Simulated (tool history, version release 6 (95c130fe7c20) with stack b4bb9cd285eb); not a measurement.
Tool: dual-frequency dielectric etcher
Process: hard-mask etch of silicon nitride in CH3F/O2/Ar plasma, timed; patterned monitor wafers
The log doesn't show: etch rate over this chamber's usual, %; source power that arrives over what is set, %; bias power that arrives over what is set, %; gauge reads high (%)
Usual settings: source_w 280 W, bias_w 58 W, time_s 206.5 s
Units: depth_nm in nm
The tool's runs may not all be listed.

| run | hour | source_w | bias_w | time_s | wafers since the last listed run | hours since the last wet clean | hours since the last source power generator calibration | hours since the last bias power generator calibration | hours since the last upper electrode change | hours since the gauge calibration | read-back reference wafer on the same gauge, depth_nm | depth_nm |
|---|---|---|---|---|---|---|---|---|---|---|---|---|
| 1 | 0.0 | 300 | 49 | 206.5 | 0 | 28.6 | 1343.3 | 2386.4 | 5643.4 | 178.2 | 109.9 | 105.0 |
| 2 | 321.1 | 280 | 58 | 206.5 | 2311 | 349.7 | 1664.4 | 2707.5 | 5964.5 | 499.3 | 109.9 | 108.5 |
|  | 382.3 | wet clean of the chamber |
|  | 433.2 | upper electrode replaced |
| 3 | 433.7 | 280 | 58 | 206.5 | 465 | 51.4 | 1777.0 | 2820.1 | 0.5 | 611.9 | 110.0 | 108.6 |
| 4 | 473.9 | 280 | 58 | 206.5 | 289 | 91.6 | 1817.2 | 2860.3 | 40.7 | 652.1 | 110.0 | 108.8 |
| 5 | 537.4 | 280 | 58 | 206.5 | 457 | 155.1 | 1880.7 | 2923.8 | 104.2 | 715.6 | 110.0 | 108.9 |
|  | 569.2 | source power generator calibrated |
| 6 | 623.7 | 280 | 58 | 206.5 | 592 | 241.4 | 54.5 | 3010.1 | 190.5 | 801.9 | 110.0 | 104.7 |
| 7 | 666.7 | 280 | 58 | 206.5 | 309 | 284.4 | 97.5 | 3053.1 | 233.5 | 844.9 | 110.0 | 105.0 |
|  | 728.5 | wet clean of the chamber |
| 8 | 729.0 | 280 | 58 | 206.5 | 275 | 0.5 | 159.8 | 3115.4 | 295.8 | 907.2 | 110.0 | 105.1 |
| 9 | 817.5 | 280 | 49 | 186.0 | 637 | 89.0 | 248.3 | 3203.9 | 384.3 | 995.7 | 110.0 | 89.2 |
|  | 877.6 | source power generator calibrated, repeated, since the last time left the tool worse |
| 10 | 914.9 | 260 | 64 | 164.5 | 672 | 186.4 | 37.3 | 3301.3 | 481.7 | 1093.1 | 110.0 | 86.5 |
|  | 934.2 | gauge calibrated |
|  | 959.6 | bias power generator calibrated |
| 11 | 1014.8 | 210 | 58 | 206.5 | 690 | 286.3 | 137.2 | 55.2 | 581.6 | 80.6 | 110.1 | 97.3 |
|  | 1111.4 | wet clean of the chamber |
| 12 | 1111.9 | 280 | 58 | 206.5 | 526 | 0.5 | 234.3 | 152.3 | 678.7 | 177.7 | 110.0 | 107.6 |
| 13 | 1181.3 | 280 | 58 | 206.5 | 499 | 69.9 | 303.7 | 221.7 | 748.1 | 247.1 | 110.0 | 107.5 |
| 14 | 1240.0 | 280 | 54 | 169.5 | 422 | 128.6 | 362.4 | 280.4 | 806.8 | 305.8 | 110.0 | 86.0 |
| 15 | 1290.8 | 240 | 58 | 206.5 | 365 | 179.4 | 413.2 | 331.2 | 857.6 | 356.6 | 110.0 | 102.5 |

Forecast each of these 5 alternatives for the next run:
| A | 1291.3 | 280 | 58 | 206.5 | 3 | 179.9 | 413.7 | 331.7 | 858.1 | 357.1 | ? | ? |
| B | 1291.3 | 340 | 54 | 206.5 | 3 | 179.9 | 413.7 | 331.7 | 858.1 | 357.1 | ? | ? |
| C | 1291.3 | 220 | 52 | 253.0 | 3 | 179.9 | 413.7 | 331.7 | 858.1 | 357.1 | ? | ? |
| D | 1291.3 | 260 | 54 | 206.5 | 3 | 179.9 | 413.7 | 331.7 | 858.1 | 357.1 | ? | ? |
| E | 1291.3 | 280 | 54 | 165.0 | 3 | 179.9 | 413.7 | 331.7 | 858.1 | 357.1 | ? | ? |

| run | read-back reference wafer on the same gauge, depth_nm | depth_nm |
|---|---|---|
| A | 109.9 | 107.9 |
| B | 109.9 | 112.7 |
| C | 109.9 | 117.0 |
| D | 109.9 | 102.5 |
| E | 109.9 | 84.1 |
Without the tool's hidden state the same runs would have given:
| run | depth_nm |
|---|---|
| A | 107.8 |
| B | 112.6 |
| C | 116.8 |
| D | 102.4 |
| E | 84.0 |

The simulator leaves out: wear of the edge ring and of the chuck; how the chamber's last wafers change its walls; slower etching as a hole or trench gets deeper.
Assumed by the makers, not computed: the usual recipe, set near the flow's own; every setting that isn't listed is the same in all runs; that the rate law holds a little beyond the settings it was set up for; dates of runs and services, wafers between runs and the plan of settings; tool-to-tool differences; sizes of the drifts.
